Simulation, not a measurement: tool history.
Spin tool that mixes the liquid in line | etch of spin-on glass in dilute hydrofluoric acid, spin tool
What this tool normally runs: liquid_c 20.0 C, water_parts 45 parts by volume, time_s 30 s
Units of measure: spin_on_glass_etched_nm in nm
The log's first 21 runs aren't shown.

run	hour	liquid_c	water_parts	time_s	wafers since the last listed run	hours since the thermometer was replaced	hours since the hydrofluoric acid flow meter was replaced	hours since the gauge calibration	read-back film thickness of the spin-on glass reference wafer, read on the same gauge (nm)	spin_on_glass_etched_nm
22	1217.1	20.0	30	30	1759	379.1	230.0	1583.0	59.99	19.34
23	1258.8	20.0	30	45	607	420.8	271.7	1624.7	60.02	28.90
24	1294.9	24.0	55	15	526	456.9	307.8	1660.8	60.02	6.02
25	1351.4	22.0	45	30	823	513.4	364.3	1717.3	59.96	13.51
# hour 1376.0: gauge calibrated
26	1391.6	17.0	30	30	585	553.6	404.5	15.6	59.98	16.65
27	1437.6	20.0	45	50	670	599.6	450.5	61.6	60.00	20.74
28	1463.4	22.0	30	15	376	625.4	476.3	87.4	60.01	10.39
29	1532.5	21.5	55	40	1007	694.5	545.4	156.5	60.00	14.42
30	1602.4	25.0	45	45	1018	764.4	615.3	226.4	59.96	23.29
31	1673.3	20.0	45	20	1033	835.3	686.2	297.3	60.00	8.24
32	1728.7	24.0	45	30	807	890.7	741.6	352.7	59.98	14.59
33	1776.3	22.0	30	30	693	938.3	789.2	400.3	60.00	20.60
34	1811.6	20.0	45	25	514	973.6	824.5	435.6	60.01	10.16

4 options for the next run, each taken on its own from the tool as it stands now. Forecast them:
A	1812.0	20.0	45	30	5	974.0	824.9	436.0	?	?
B	1812.0	23.0	55	25	5	974.0	824.9	436.0	?	?
C	1812.0	23.5	45	30	5	974.0	824.9	436.0	?	?
D	1812.0	17.5	25	40	5	974.0	824.9	436.0	?	?

run	read-back film thickness of the spin-on glass reference wafer, read on the same gauge (nm)	spin_on_glass_etched_nm
A	59.98	12.32
B	59.98	9.40
C	59.98	14.27
D	59.98	27.17
With the hidden condition removed and each run's random variation left untouched, the same runs would have given:
run	spin_on_glass_etched_nm
A	12.80
B	9.78
C	14.83
D	28.22

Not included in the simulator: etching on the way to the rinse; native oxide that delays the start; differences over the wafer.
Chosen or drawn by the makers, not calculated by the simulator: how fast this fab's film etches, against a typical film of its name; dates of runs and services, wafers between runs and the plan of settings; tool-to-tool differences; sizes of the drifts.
